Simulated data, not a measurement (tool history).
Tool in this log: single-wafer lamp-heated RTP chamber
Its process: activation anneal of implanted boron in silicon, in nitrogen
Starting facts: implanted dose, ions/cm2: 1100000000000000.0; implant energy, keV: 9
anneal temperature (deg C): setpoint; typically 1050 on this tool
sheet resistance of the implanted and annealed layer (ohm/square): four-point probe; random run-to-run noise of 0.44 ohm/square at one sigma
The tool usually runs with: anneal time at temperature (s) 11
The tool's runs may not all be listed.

run,hour,anneal temperature (deg C),anneal time at temperature (s),wafers since the last listed run,wafers since the last pyrometer calibration,wafers since the reflector plate was cleaned,hours since the gauge calibration,"read-back reference wafer on the same gauge, sheet resistance",sheet resistance of the implanted and annealed layer (ohm/square)
1,0,1050,11,0,2005,2754,288,103,113.03
2,7.7,1050,11,122,2128,2877,295.7,103.05,112.64
3,20,1050,11,196,2324,3073,308,102.96,112.19
4,37,1050,11,271,2595,3344,325,103.02,112.96
5,43.8,1050,11,108,2704,3453,331.8,102.94,112.1
6,59.7,1072,11,253,2957,3706,347.7,103.12,107.68
7,72.4,1050,11,202,3160,3909,360.4,102.94,111.18
8,87.4,1050,11,239,3399,4148,375.4,102.95,111.62
9,101.6,1050,11,226,3626,4374,389.6,103,111.18
10,113.3,1050,11,186,3812,4561,401.3,103.03,111.89
11,128.9,1050,11,248,4061,4810,416.9,103.08,111.58
12,136.8,1050,11,125,4187,4936,424.8,103.04,111.49
13,152,1067,8,242,4429,5178,440,103.04,108.67
14,164,1067,8,191,4621,5370,452,103.07,109.33
15,172.4,1034,11,133,4755,5504,460.4,102.95,113.7
16,184.2,1050,11,188,4943,5692,472.2,103.07,110.39
17,195,1050,11,172,5115,5864,483,103.03,111.15
# hour 218.1: pyrometer window cleaned and pyrometer calibrated
18,245.3,1050,11,674,433,6539,533.3,102.82,112.68
19,256.4,1026,16,177,610,6716,544.4,103,116.87
20,266.4,1069,8,159,769,6875,554.4,102.98,110.32
21,277.3,1050,11,173,943,7049,565.3,103.08,113.34
22,288.5,1078,7,178,1122,7228,576.5,103.01,109.3
# hour 303.4: reflector plate cleaned
23,304,1037,8,119,1241,9,592,102.96,116.67
24,321.3,1023,7,275,1517,285,609.3,103.17,121.42
# hour 331.6: gauge calibrated
25,334.8,1050,11,215,1732,500,3.2,102.92,113.14
26,342.9,1066,16,129,1862,629,11.3,102.83,107.35
27,355.3,1026,13,197,2059,827,23.7,102.99,116.06
28,373,1076,11,282,2342,1109,41.4,103.07,107.27
29,383.3,1034,7,164,2506,1274,51.7,102.94,117.36
30,394.9,1037,7,185,2691,1459,63.3,102.93,116.95
31,412.1,1040,8,274,2965,1733,80.5,103.04,116.07
32,429.4,1078,6,275,3241,2009,97.8,102.99,108.34
33,436.1,1026,13,106,3348,2116,104.5,102.95,115.94
34,450.7,1032,9,232,3581,2349,119.1,103.04,116.69
35,458.9,1034,7,130,3712,2479,127.3,103.04,116.5
36,475.3,1050,6,261,3973,2741,143.7,103.01,114.12
37,491.4,1074,7,256,4230,2998,159.8,103.15,107.39

Each run again, without the hidden state but with its own random variation kept:
Hidden state at play: true wafer temperature minus pyrometer reading, K; wafer temperature error from the tarnished reflector plate, K; gauge reads high (%).
run,sheet resistance of the implanted and annealed layer (ohm/square)
1,113.5
2,113.16
3,112.8
4,113.71
5,112.91
6,108.42
7,112.26
8,112.87
9,112.58
10,113.45
11,113.34
12,113.35
13,110.52
14,111.33
15,116.25
16,112.93
17,113.89
18,113.01
19,117.3
20,110.65
21,113.75
22,109.64
23,117.21
24,122.21
25,113.81
26,107.86
27,117.03
28,107.93
29,118.5
30,118.17
31,117.43
32,109.46
33,117.81
34,118.6
35,118.51
36,116.27
37,109.16
